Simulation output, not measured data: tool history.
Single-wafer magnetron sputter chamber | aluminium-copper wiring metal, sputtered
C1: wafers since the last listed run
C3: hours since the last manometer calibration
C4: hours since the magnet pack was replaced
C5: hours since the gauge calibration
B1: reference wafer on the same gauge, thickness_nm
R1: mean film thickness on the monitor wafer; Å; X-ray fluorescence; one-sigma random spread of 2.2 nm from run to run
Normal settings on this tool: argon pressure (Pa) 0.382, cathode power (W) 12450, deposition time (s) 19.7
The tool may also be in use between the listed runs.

Run 1, hour 0.0: usual settings but argon pressure (Pa) 0.289; C1 0; wafers on the sputter target 11241; C3 1429.1; C4 7487.7; C5 1210.0; B1 437.231. Result: R1 4478.98 Å.
Run 2, hour 41.5: usual settings; C1 876; wafers on the sputter target 12117; C3 1470.6; C4 7529.2; C5 1251.5; B1 436.091. Result: R1 4221.30 Å.
Run 3, hour 104.8: usual settings; C1 1336; wafers on the sputter target 13453; C3 1533.9; C4 7592.5; C5 1314.8; B1 436.182. Result: R1 4229.71 Å.
At hour 183.9: sputter target and shields replaced.
Run 4, hour 208.8: usual settings; C1 2026; wafers on the sputter target 524; C3 1637.9; C4 7696.5; C5 1418.8; B1 436.882. Result: R1 4451.55 Å.
Run 5, hour 286.7: usual settings but argon pressure (Pa) 0.298, deposition time (s) 16.8; C1 1644; wafers on the sputter target 2169; C3 1715.8; C4 7774.4; C5 1496.7; B1 437.163. Result: R1 3894.44 Å.
Run 6, hour 351.5: usual settings but argon pressure (Pa) 0.298, deposition time (s) 16.8; C1 1368; wafers on the sputter target 3537; C3 1780.6; C4 7839.2; C5 1561.5; B1 436.773. Result: R1 3878.74 Å.
Run 7, hour 423.8: usual settings but argon pressure (Pa) 0.298, deposition time (s) 16.8; C1 1526; wafers on the sputter target 5064; C3 1852.9; C4 7911.5; C5 1633.8; B1 437.188. Result: R1 3850.26 Å.
At hour 478.6: magnet pack replaced.
Run 8, hour 482.7: usual settings; C1 1074; wafers on the sputter target 6138; C3 1911.8; C4 4.1; C5 1692.7; B1 436.982. Result: R1 4278.15 Å.
Run 9, hour 538.8: usual settings; C1 1184; wafers on the sputter target 7323; C3 1967.9; C4 60.2; C5 1748.8; B1 437.257. Result: R1 4308.48 Å.
Run 10, hour 611.2: usual settings; C1 1528; wafers on the sputter target 8851; C3 2040.3; C4 132.6; C5 1821.2; B1 436.817. Result: R1 4318.29 Å.
At hour 640.8: capacitance manometer re-zeroed and calibrated.
Run 11, hour 662.4: usual settings; C1 912; wafers on the sputter target 9763; C3 21.6; C4 183.8; C5 1872.4; B1 436.717. Result: R1 4138.31 Å.
Run 12, hour 762.0: usual settings; C1 2102; wafers on the sputter target 11866; C3 121.2; C4 283.4; C5 1972.0; B1 436.773. Result: R1 4180.71 Å.
At hour 792.2: sputter target and shields replaced.
Run 13, hour 820.0: usual settings; C1 1055; wafers on the sputter target 587; C3 179.2; C4 341.4; C5 2030.0; B1 437.432. Result: R1 4303.24 Å.
Run 14, hour 878.2: usual settings but deposition time (s) 16.8; C1 1228; wafers on the sputter target 1815; C3 237.4; C4 399.6; C5 2088.2; B1 437.282. Result: R1 3643.79 Å.
Run 15, hour 981.2: usual settings but argon pressure (Pa) 0.274, cathode power (W) 9450; C1 2174; wafers on the sputter target 3990; C3 340.4; C4 502.6; C5 2191.2; B1 435.835. Result: R1 3434.23 Å.
Run 16, hour 1077.2: usual settings but argon pressure (Pa) 0.281, deposition time (s) 21.1; C1 2026; wafers on the sputter target 6017; C3 436.4; C4 598.6; C5 2287.2; B1 437.082. Result: R1 4807.94 Å.
Run 17, hour 1149.4: usual settings but deposition time (s) 16.9; C1 1524; wafers on the sputter target 7541; C3 508.6; C4 670.8; C5 2359.4; B1 437.015. Result: R1 3606.31 Å.
Run 18, hour 1233.3: usual settings but argon pressure (Pa) 0.522, deposition time (s) 18.1; C1 1771; wafers on the sputter target 9313; C3 592.5; C4 754.7; C5 2443.3; B1 436.428. Result: R1 3521.55 Å.
Run 19, hour 1308.6: usual settings but argon pressure (Pa) 0.458, cathode power (W) 9650, deposition time (s) 22.8; C1 1589; wafers on the sputter target 10902; C3 667.8; C4 830.0; C5 2518.6; B1 437.685. Result: R1 3591.67 Å.
Run 20, hour 1364.8: usual settings; C1 1186; wafers on the sputter target 12089; C3 724.0; C4 886.2; C5 2574.8; B1 437.211. Result: R1 4162.21 Å.
Run 21, hour 1435.1: usual settings but argon pressure (Pa) 0.281, deposition time (s) 21.1; C1 1484; wafers on the sputter target 13573; C3 794.3; C4 956.5; C5 2645.1; B1 436.832. Result: R1 4754.99 Å.
At hour 1470.9: sputter target and shields replaced.
Run 22, hour 1480.1: usual settings but cathode power (W) 15300; C1 781; wafers on the sputter target 193; C3 839.3; C4 1001.5; C5 2690.1; B1 437.435. Result: R1 5433.86 Å.
At hour 1481.2: gauge calibrated.
Run 23, hour 1762.5: usual settings but cathode power (W) 10850; C1 5962; wafers on the sputter target 6155; C3 1121.7; C4 1283.9; C5 281.3; B1 436.450. Result: R1 3753.34 Å.
Run 24, hour 1834.1: usual settings but argon pressure (Pa) 0.461, cathode power (W) 10500, deposition time (s) 21.9; C1 1511; wafers on the sputter target 7667; C3 1193.3; C4 1355.5; C5 352.9; B1 435.880. Result: R1 3847.83 Å.
Run 25, hour 1933.3: usual settings but cathode power (W) 13650; C1 2094; wafers on the sputter target 9761; C3 1292.5; C4 1454.7; C5 452.1; B1 437.536. Result: R1 4671.96 Å.
Run 26, hour 2074.1: usual settings but argon pressure (Pa) 0.315, cathode power (W) 14650; C1 2972; wafers on the sputter target 12734; C3 1433.3; C4 1595.5; C5 592.9; B1 436.256. Result: R1 5210.21 Å.
Run 27, hour 2119.8: usual settings but argon pressure (Pa) 0.268, cathode power (W) 11050, deposition time (s) 21.3; C1 964; wafers on the sputter target 13699; C3 1479.0; C4 1641.2; C5 638.6; B1 436.756. Result: R1 4304.31 Å.
At hour 2207.0: sputter target and shields replaced.
Run 28, hour 2225.1: usual settings but cathode power (W) 13300; C1 2054; wafers on the sputter target 381; C3 1584.3; C4 1746.5; C5 743.9; B1 437.121. Result: R1 4711.00 Å.
Run 29, hour 2279.6: usual settings but cathode power (W) 9950, deposition time (s) 22.5; C1 1150; wafers on the sputter target 1532; C3 1638.8; C4 1801.0; C5 798.4; B1 436.976. Result: R1 4014.73 Å.
Run 30, hour 2370.7: usual settings but argon pressure (Pa) 0.498, deposition time (s) 23.0; C1 1923; wafers on the sputter target 3455; C3 1729.9; C4 1892.1; C5 889.5; B1 436.540. Result: R1 4770.04 Å.
Run 31, hour 2441.6: usual settings but argon pressure (Pa) 0.289; C1 1496; wafers on the sputter target 4952; C3 1800.8; C4 1963.0; C5 960.4; B1 437.941. Result: R1 4535.61 Å.
At hour 2530.6: capacitance manometer re-zeroed and calibrated.
Run 32, hour 2531.1: usual settings but deposition time (s) 22.8; C1 1720; wafers on the sputter target 6673; C3 0.5; C4 2052.5; C5 1049.9; B1 436.383. Result: R1 4883.96 Å.
Run 33, hour 2624.9: usual settings but cathode power (W) 9950, deposition time (s) 22.5; C1 1980; wafers on the sputter target 8653; C3 94.3; C4 2146.3; C5 1143.7; B1 436.799. Result: R1 3823.51 Å.
Run 34, hour 2718.5: usual settings but cathode power (W) 11150, deposition time (s) 17.1; C1 1976; wafers on the sputter target 10629; C3 187.9; C4 2239.9; C5 1237.3; B1 437.196. Result: R1 3214.56 Å.

Subtracting, for every run, the result it would have given without the tool's unlogged condition from the measured result gives the following. The same run-to-run variation enters both numbers; the gauge's scatter may not:
Hidden conditions of the tool in this case: deposition rate above that of a new target (%); true argon pressure above the setpoint (%); gauge reads high (%).
run       R1
  1  -155.13
  2  -121.95
  3  -121.52
  4   +76.15
  5    -5.14
  6   -33.99
  7   -56.46
  8   -46.50
  9   -55.71
 10   -63.05
 11  -208.68
 12  -212.69
 13   -46.89
 14   -75.01
 15  -116.09
 16  -195.12
 17  -149.64
 18  -140.06
 19  -150.42
 20  -184.42
 21  -227.99
 22   +61.04
 23   -73.81
 24   -69.30
 25  -113.30
 26  -153.22
 27  -141.25
 28   +88.60
 29   +38.28
 30   +36.30
 31   -68.28
 32  -182.66
 33  -153.03
 34  -132.27
